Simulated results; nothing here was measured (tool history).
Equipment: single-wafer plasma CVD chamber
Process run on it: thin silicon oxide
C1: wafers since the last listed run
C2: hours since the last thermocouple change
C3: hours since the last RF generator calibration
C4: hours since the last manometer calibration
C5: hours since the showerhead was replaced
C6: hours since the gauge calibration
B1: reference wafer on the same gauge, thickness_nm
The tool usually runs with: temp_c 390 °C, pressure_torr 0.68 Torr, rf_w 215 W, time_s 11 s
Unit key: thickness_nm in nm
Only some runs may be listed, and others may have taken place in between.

{"run": 1, "day": 0.0, "temp_c": 390, "pressure_torr": 0.68, "rf_w": 215, "time_s": 11.8, "C1": 0, "C2": 1340.4, "C3": 700.6, "C4": 1418.7, "C5": 1896.3, "C6": 1164.3, "B1": 14.367, "thickness_nm": 15.203}
{"day": 0.75, "done": "thermocouple changed; heater temperature recalibrated"}
{"run": 2, "day": 4.329, "temp_c": 390, "pressure_torr": 0.68, "rf_w": 215, "time_s": 11.8, "C1": 2592, "C2": 85.9, "C3": 804.5, "C4": 1522.6, "C5": 2000.2, "C6": 1268.2, "B1": 14.397, "thickness_nm": 14.846}
{"run": 3, "day": 7.583, "temp_c": 390, "pressure_torr": 0.68, "rf_w": 215, "time_s": 11.8, "C1": 2111, "C2": 164, "C3": 882.6, "C4": 1600.7, "C5": 2078.3, "C6": 1346.3, "B1": 14.409, "thickness_nm": 15.013}
{"day": 9.788, "done": "capacitance manometer re-zeroed and calibrated"}
{"run": 4, "day": 11.292, "temp_c": 390, "pressure_torr": 0.68, "rf_w": 215, "time_s": 11, "C1": 2189, "C2": 253, "C3": 971.6, "C4": 36.1, "C5": 2167.3, "C6": 1435.3, "B1": 14.389, "thickness_nm": 13.247}
{"run": 5, "day": 13.442, "temp_c": 390, "pressure_torr": 0.68, "rf_w": 215, "time_s": 11, "C1": 1394, "C2": 304.6, "C3": 1023.2, "C4": 87.7, "C5": 2218.9, "C6": 1486.9, "B1": 14.412, "thickness_nm": 13.188}
{"run": 6, "day": 17.138, "temp_c": 390, "pressure_torr": 0.68, "rf_w": 245, "time_s": 11, "C1": 2397, "C2": 393.3, "C3": 1111.9, "C4": 176.4, "C5": 2307.6, "C6": 1575.6, "B1": 14.35, "thickness_nm": 14.386}
{"run": 7, "day": 19.417, "temp_c": 390, "pressure_torr": 0.68, "rf_w": 215, "time_s": 11, "C1": 1478, "C2": 448, "C3": 1166.6, "C4": 231.1, "C5": 2362.3, "C6": 1630.3, "B1": 14.384, "thickness_nm": 13.238}
{"run": 8, "day": 21.879, "temp_c": 390, "pressure_torr": 0.68, "rf_w": 215, "time_s": 11, "C1": 1597, "C2": 507.1, "C3": 1225.7, "C4": 290.2, "C5": 2421.4, "C6": 1689.4, "B1": 14.417, "thickness_nm": 13.405}
{"run": 9, "day": 23.867, "temp_c": 390, "pressure_torr": 0.68, "rf_w": 215, "time_s": 11, "C1": 1289, "C2": 554.8, "C3": 1273.4, "C4": 337.9, "C5": 2469.1, "C6": 1737.1, "B1": 14.401, "thickness_nm": 13.28}
{"run": 10, "day": 25.521, "temp_c": 390, "pressure_torr": 0.68, "rf_w": 215, "time_s": 11, "C1": 1073, "C2": 594.5, "C3": 1313.1, "C4": 377.6, "C5": 2508.8, "C6": 1776.8, "B1": 14.408, "thickness_nm": 13.402}
{"run": 11, "day": 28.242, "temp_c": 390, "pressure_torr": 0.68, "rf_w": 215, "time_s": 11, "C1": 1765, "C2": 659.8, "C3": 1378.4, "C4": 442.9, "C5": 2574.1, "C6": 1842.1, "B1": 14.368, "thickness_nm": 13.509}
{"run": 12, "day": 36.746, "temp_c": 390, "pressure_torr": 0.68, "rf_w": 215, "time_s": 11, "C1": 5516, "C2": 863.9, "C3": 1582.5, "C4": 647, "C5": 2778.2, "C6": 2046.2, "B1": 14.402, "thickness_nm": 13.467}
{"run": 13, "day": 40.933, "temp_c": 390, "pressure_torr": 0.68, "rf_w": 215, "time_s": 11, "C1": 2716, "C2": 964.4, "C3": 1683, "C4": 747.5, "C5": 2878.7, "C6": 2146.7, "B1": 14.407, "thickness_nm": 13.29}
{"run": 14, "day": 42.85, "temp_c": 384, "pressure_torr": 0.578, "rf_w": 215, "time_s": 11, "C1": 1243, "C2": 1010.4, "C3": 1729, "C4": 793.5, "C5": 2924.7, "C6": 2192.7, "B1": 14.381, "thickness_nm": 11.236}
{"day": 48.729, "done": "thermocouple changed; heater temperature recalibrated"}
{"run": 15, "day": 55.862, "temp_c": 390, "pressure_torr": 0.68, "rf_w": 215, "time_s": 11.8, "C1": 8225, "C2": 171.2, "C3": 2041.3, "C4": 1105.8, "C5": 3237, "C6": 2505, "B1": 14.435, "thickness_nm": 14.093}
{"day": 58.271, "done": "showerhead replaced"}
{"day": 58.962, "done": "RF generator calibrated"}
{"run": 16, "day": 66.017, "temp_c": 403, "pressure_torr": 0.582, "rf_w": 190, "time_s": 10.2, "C1": 6154, "C2": 414.9, "C3": 169.3, "C4": 1349.5, "C5": 185.9, "C6": 2748.7, "B1": 14.38, "thickness_nm": 9.883}
{"run": 17, "day": 68.121, "temp_c": 401, "pressure_torr": 0.801, "rf_w": 175, "time_s": 12, "C1": 1365, "C2": 465.4, "C3": 219.8, "C4": 1400, "C5": 236.4, "C6": 2799.2, "B1": 14.354, "thickness_nm": 14.796}
{"day": 69.329, "done": "gauge calibrated"}
{"run": 18, "day": 72.067, "temp_c": 390, "pressure_torr": 0.68, "rf_w": 215, "time_s": 11, "C1": 2559, "C2": 560.1, "C3": 314.5, "C4": 1494.7, "C5": 331.1, "C6": 65.7, "B1": 14.424, "thickness_nm": 13.822}
{"run": 19, "day": 74.308, "temp_c": 390, "pressure_torr": 0.68, "rf_w": 230, "time_s": 11, "C1": 1454, "C2": 613.9, "C3": 368.3, "C4": 1548.5, "C5": 384.9, "C6": 119.5, "B1": 14.39, "thickness_nm": 14.515}
{"day": 75.788, "done": "capacitance manometer re-zeroed and calibrated"}
{"run": 20, "day": 77.992, "temp_c": 376, "pressure_torr": 0.738, "rf_w": 195, "time_s": 11, "C1": 2173, "C2": 702.3, "C3": 456.7, "C4": 52.9, "C5": 473.3, "C6": 207.9, "B1": 14.384, "thickness_nm": 13.546}
{"run": 21, "day": 82.433, "temp_c": 381, "pressure_torr": 0.521, "rf_w": 180, "time_s": 12.9, "C1": 2881, "C2": 808.9, "C3": 563.3, "C4": 159.5, "C5": 579.9, "C6": 314.5, "B1": 14.424, "thickness_nm": 10.591}
{"run": 22, "day": 89.579, "temp_c": 381, "pressure_torr": 0.816, "rf_w": 215, "time_s": 11, "C1": 4635, "C2": 980.4, "C3": 734.8, "C4": 331, "C5": 751.4, "C6": 486, "B1": 14.386, "thickness_nm": 16.108}
{"run": 23, "day": 91.325, "temp_c": 390, "pressure_torr": 0.749, "rf_w": 215, "time_s": 12.4, "C1": 1132, "C2": 1022.3, "C3": 776.7, "C4": 372.9, "C5": 793.3, "C6": 527.9, "B1": 14.386, "thickness_nm": 16.857}
{"run": 24, "day": 93.367, "temp_c": 390, "pressure_torr": 0.747, "rf_w": 215, "time_s": 10.2, "C1": 1324, "C2": 1071.3, "C3": 825.7, "C4": 421.9, "C5": 842.3, "C6": 576.9, "B1": 14.392, "thickness_nm": 13.796}
{"run": 25, "day": 97.775, "temp_c": 380, "pressure_torr": 0.68, "rf_w": 240, "time_s": 11, "C1": 2859, "C2": 1177.1, "C3": 931.5, "C4": 527.7, "C5": 948.1, "C6": 682.7, "B1": 14.356, "thickness_nm": 14.876}
{"run": 26, "day": 101.104, "temp_c": 390, "pressure_torr": 0.68, "rf_w": 215, "time_s": 11, "C1": 2159, "C2": 1257, "C3": 1011.4, "C4": 607.6, "C5": 1028, "C6": 762.6, "B1": 14.436, "thickness_nm": 13.647}
{"run": 27, "day": 102.767, "temp_c": 377, "pressure_torr": 0.68, "rf_w": 230, "time_s": 12.8, "C1": 1078, "C2": 1296.9, "C3": 1051.3, "C4": 647.5, "C5": 1067.9, "C6": 802.5, "B1": 14.408, "thickness_nm": 16.913}
{"day": 104.854, "done": "thermocouple changed; heater temperature recalibrated"}
{"run": 28, "day": 104.875, "temp_c": 390, "pressure_torr": 0.68, "rf_w": 230, "time_s": 12.8, "C1": 1151, "C2": 0.5, "C3": 1101.9, "C4": 698.1, "C5": 1118.5, "C6": 853.1, "B1": 14.407, "thickness_nm": 16.612}

Alternative continuations, all from the tool just after run 28; predict every row:
{"run": "A", "day": 104.892, "temp_c": 390, "pressure_torr": 0.68, "rf_w": 215, "time_s": 11, "C1": 10, "C2": 0.9, "C3": 1102.3, "C4": 698.5, "C5": 1118.9, "C6": 853.5, "B1": "?", "thickness_nm": "?"}
{"run": "B", "day": 104.892, "temp_c": 390, "pressure_torr": 0.527, "rf_w": 235, "time_s": 11, "C1": 10, "C2": 0.9, "C3": 1102.3, "C4": 698.5, "C5": 1118.9, "C6": 853.5, "B1": "?", "thickness_nm": "?"}
{"run": "C", "day": 104.892, "temp_c": 385, "pressure_torr": 0.623, "rf_w": 235, "time_s": 11, "C1": 10, "C2": 0.9, "C3": 1102.3, "C4": 698.5, "C5": 1118.9, "C6": 853.5, "B1": "?", "thickness_nm": "?"}
{"run": "D", "day": 104.892, "temp_c": 390, "pressure_torr": 0.759, "rf_w": 215, "time_s": 13, "C1": 10, "C2": 0.9, "C3": 1102.3, "C4": 698.5, "C5": 1118.9, "C6": 853.5, "B1": "?", "thickness_nm": "?"}

run=A B1=14.408 thickness_nm=13.691
run=B B1=14.408 thickness_nm=11.255
run=C B1=14.408 thickness_nm=13.384
run=D B1=14.408 thickness_nm=17.944
Take away the tool's hidden state, keep each run's random variation, and the runs would have read:
run=A thickness_nm=13.417
run=B thickness_nm=10.987
run=C thickness_nm=13.084
run=D thickness_nm=17.642
